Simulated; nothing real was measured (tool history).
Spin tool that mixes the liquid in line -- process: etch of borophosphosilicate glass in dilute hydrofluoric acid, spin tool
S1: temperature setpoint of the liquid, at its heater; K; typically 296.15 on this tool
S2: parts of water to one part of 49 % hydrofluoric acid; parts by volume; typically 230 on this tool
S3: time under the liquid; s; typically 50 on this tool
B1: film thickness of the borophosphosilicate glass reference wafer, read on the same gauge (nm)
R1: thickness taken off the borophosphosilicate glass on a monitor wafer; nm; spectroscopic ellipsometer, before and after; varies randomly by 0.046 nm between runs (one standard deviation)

run,hour,S1,S2,S3,B1,R1
1,0,297.65,230,50,149.97,6.2
2,71.7,297.65,230,50,150,6.12
3,120.1,297.65,230,50,150,6.17
4,159.3,296.15,150,50,150,9.7
5,200.2,296.15,230,50,150,5.84
6,243.8,296.15,230,50,150.03,5.9
7,315.8,296.15,230,50,150,5.87
8,411.9,296.15,230,50,150.02,5.78
9,478.8,292.65,230,50,149.98,4.99
10,553,292.65,230,50,149.98,4.99
11,600.6,292.65,230,50,149.98,5.02
# hour 631.5: thermometer replaced
# hour 647.4: gauge calibrated
12,702.6,296.15,230,50,150.03,5.65
# hour 737.7: hydrofluoric acid flow meter replaced
13,771.7,296.15,230,50,150.04,5.25
14,817.7,300.65,315,65,150.01,5.17
15,889.5,293.15,170,35,150.01,4.72
16,961.9,298.65,140,65,150.01,13.4
17,1006.8,298.65,260,70,150.01,6.58
# hour 1039.3: hydrofluoric acid flow meter replaced, repeated, since the last time left the tool worse
18,1067.2,296.15,150,50,150,10.52
19,1112.2,296.15,230,50,149.98,6.28
20,1195.5,296.15,230,40,150.01,4.99
21,1271.3,296.15,230,50,149.99,6.17
22,1326.4,294.15,290,65,150.02,5.57
23,1382.4,299.65,320,50,149.99,4.54
24,1423.7,293.15,285,60,150.01,5.13

Table of differences, measured result less the result of that run with no hidden state. Run-to-run variation is the same in both. Gauge scatter possibly is not:
The tool's hidden condition here consists of: liquid hotter than its thermometer reads (K); hydrofluoric acid flow below the setpoint (%); gauge reads high (%).
run,R1
1,-0.43
2,-0.45
3,-0.47
4,-0.71
5,-0.47
6,-0.49
7,-0.52
8,-0.54
9,-0.49
10,-0.5
11,-0.53
12,-0.64
13,-1.13
14,-1.23
15,-1
16,-2.9
17,-1.6
18,-0.03
19,-0.04
20,-0.06
21,-0.1
22,-0.1
23,-0.11
24,-0.12

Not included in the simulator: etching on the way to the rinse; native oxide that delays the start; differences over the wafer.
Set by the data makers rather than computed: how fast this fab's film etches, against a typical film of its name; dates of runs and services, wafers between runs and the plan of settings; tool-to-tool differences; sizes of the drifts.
